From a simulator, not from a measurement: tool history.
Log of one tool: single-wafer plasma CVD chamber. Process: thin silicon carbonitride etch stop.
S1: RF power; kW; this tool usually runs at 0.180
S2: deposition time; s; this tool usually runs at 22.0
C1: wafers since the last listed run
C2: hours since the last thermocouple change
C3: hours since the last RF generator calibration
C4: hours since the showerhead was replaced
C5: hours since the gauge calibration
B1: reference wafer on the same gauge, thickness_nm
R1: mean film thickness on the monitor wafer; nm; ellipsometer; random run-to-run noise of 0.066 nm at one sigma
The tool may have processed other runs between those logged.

run	hour	S1	S2	C1	C2	C3	C4	C5	B1	R1
1	0.0	0.180	22.0	0	1198.5	1316.0	1724.6	793.0	11.400	13.945
2	51.3	0.180	22.0	1241	1249.8	1367.3	1775.9	844.3	11.403	13.745
3	239.4	0.180	22.0	4553	1437.9	1555.4	1964.0	1032.4	11.410	13.822
4	273.2	0.180	22.0	818	1471.7	1589.2	1997.8	1066.2	11.438	13.974
5	323.6	0.180	22.0	1220	1522.1	1639.6	2048.2	1116.6	11.405	13.970
6	365.3	0.180	22.0	1009	1563.8	1681.3	2089.9	1158.3	11.386	13.804
7	404.3	0.180	18.8	944	1602.8	1720.3	2128.9	1197.3	11.402	11.824
8	465.8	0.180	22.0	1488	1664.3	1781.8	2190.4	1258.8	11.392	13.765
9	507.3	0.180	22.0	1004	1705.8	1823.3	2231.9	1300.3	11.382	13.802
# hour 518.5: showerhead replaced
# hour 537.2: RF generator calibrated
10	545.3	0.180	22.0	532	1743.8	8.1	26.8	1338.3	11.411	13.860
11	608.0	0.180	24.0	1517	1806.5	70.8	89.5	1401.0	11.396	15.072
12	660.8	0.180	22.0	1278	1859.3	123.6	142.3	1453.8	11.411	13.810
# hour 684.9: thermocouple changed; heater temperature recalibrated
13	688.7	0.180	25.3	481	3.8	151.5	170.2	1481.7	11.403	15.963
# hour 740.5: gauge calibrated
14	747.7	0.180	22.0	1428	62.8	210.5	229.2	7.2	11.388	13.926
15	811.1	0.190	17.8	1534	126.2	273.9	292.6	70.6	11.404	11.369
16	863.3	0.155	18.5	1263	178.4	326.1	344.8	122.8	11.388	11.169
17	915.7	0.180	22.0	1268	230.8	378.5	397.2	175.2	11.412	13.878
18	955.7	0.145	25.0	968	270.8	418.5	437.2	215.2	11.385	14.836
19	990.6	0.180	22.0	844	305.7	453.4	472.1	250.1	11.378	13.827
20	1052.0	0.180	22.0	1486	367.1	514.8	533.5	311.5	11.362	13.937

Estimate the outcome of run 21 from the log above:
21	1076.8	0.170	22.0	600	391.9	539.6	558.3	336.3	?	?

{"run 21": {"B1": 11.37, "R1": 13.652}}
With the hidden condition absent and the run-to-run variation left alone, this run would have shown R1 13.652 nm.

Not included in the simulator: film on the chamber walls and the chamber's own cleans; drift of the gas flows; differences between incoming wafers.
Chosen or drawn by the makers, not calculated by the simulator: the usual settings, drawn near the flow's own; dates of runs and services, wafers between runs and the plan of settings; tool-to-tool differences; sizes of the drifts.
